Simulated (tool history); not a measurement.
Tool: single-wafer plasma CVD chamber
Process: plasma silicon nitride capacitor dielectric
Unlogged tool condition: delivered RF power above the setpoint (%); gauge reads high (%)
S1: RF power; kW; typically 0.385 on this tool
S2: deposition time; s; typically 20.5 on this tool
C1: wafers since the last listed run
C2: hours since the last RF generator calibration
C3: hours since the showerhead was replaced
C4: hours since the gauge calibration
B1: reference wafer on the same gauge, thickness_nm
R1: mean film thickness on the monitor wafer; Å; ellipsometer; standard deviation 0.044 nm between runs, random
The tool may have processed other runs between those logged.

| run | hour | S1 | S2 | C1 | C2 | C3 | C4 | B1 | R1 |
|---|---|---|---|---|---|---|---|---|---|
| 1 | 0 | 0.385 | 20.5 | 0 | 1646.1 | 6764.9 | 13.1 | 23.406 | 291.46 |
| 2 | 22.6 | 0.385 | 20.5 | 860 | 1668.7 | 6787.5 | 35.7 | 23.398 | 291.59 |
| 3 | 34.7 | 0.385 | 20.5 | 460 | 1680.8 | 6799.6 | 47.8 | 23.406 | 291.74 |
| 4 | 41.7 | 0.385 | 20.5 | 266 | 1687.8 | 6806.6 | 54.8 | 23.396 | 291.91 |
| 5 | 59.6 | 0.34 | 20.5 | 681 | 1705.7 | 6824.5 | 72.7 | 23.399 | 280.72 |
|  | 80 | showerhead replaced |
| 6 | 80.5 | 0.34 | 20.5 | 491 | 1726.6 | 0.5 | 93.6 | 23.399 | 282.05 |
| 7 | 81.7 | 0.34 | 20.5 | 45 | 1727.8 | 1.7 | 94.8 | 23.398 | 281.12 |
|  | 93 | RF generator calibrated |
| 8 | 93.5 | 0.325 | 24.5 | 144 | 0.5 | 13.5 | 106.6 | 23.398 | 332.64 |
| 9 | 100.7 | 0.415 | 17.5 | 274 | 7.7 | 20.7 | 113.8 | 23.395 | 254.98 |
| 10 | 110.2 | 0.45 | 24.4 | 361 | 17.2 | 30.2 | 123.3 | 23.401 | 362.58 |
| 11 | 118 | 0.385 | 20.5 | 296 | 25 | 38 | 131.1 | 23.394 | 290.88 |
|  | 125.7 | gauge calibrated |
| 12 | 132.1 | 0.415 | 22.6 | 536 | 39.1 | 52.1 | 6.4 | 23.4 | 328.82 |
| 13 | 140.8 | 0.34 | 24.3 | 331 | 47.8 | 60.8 | 15.1 | 23.394 | 332.61 |
| 14 | 155 | 0.36 | 21.6 | 540 | 62 | 75 | 29.3 | 23.398 | 301.9 |
| 15 | 170.5 | 0.32 | 17.6 | 590 | 77.5 | 90.5 | 44.8 | 23.408 | 237.43 |

How the hidden state differs across the entries between the runs, from the last listed run before each to the first after it:
From run 5 to run 6: showerhead replaced (hour 80)
  no hidden state differs between the two runs
From run 7 to run 8: RF generator calibrated (hour 93)
  no hidden state differs between the two runs
From run 11 to run 12: gauge calibrated (hour 125.7)
  no hidden state differs between the two runs
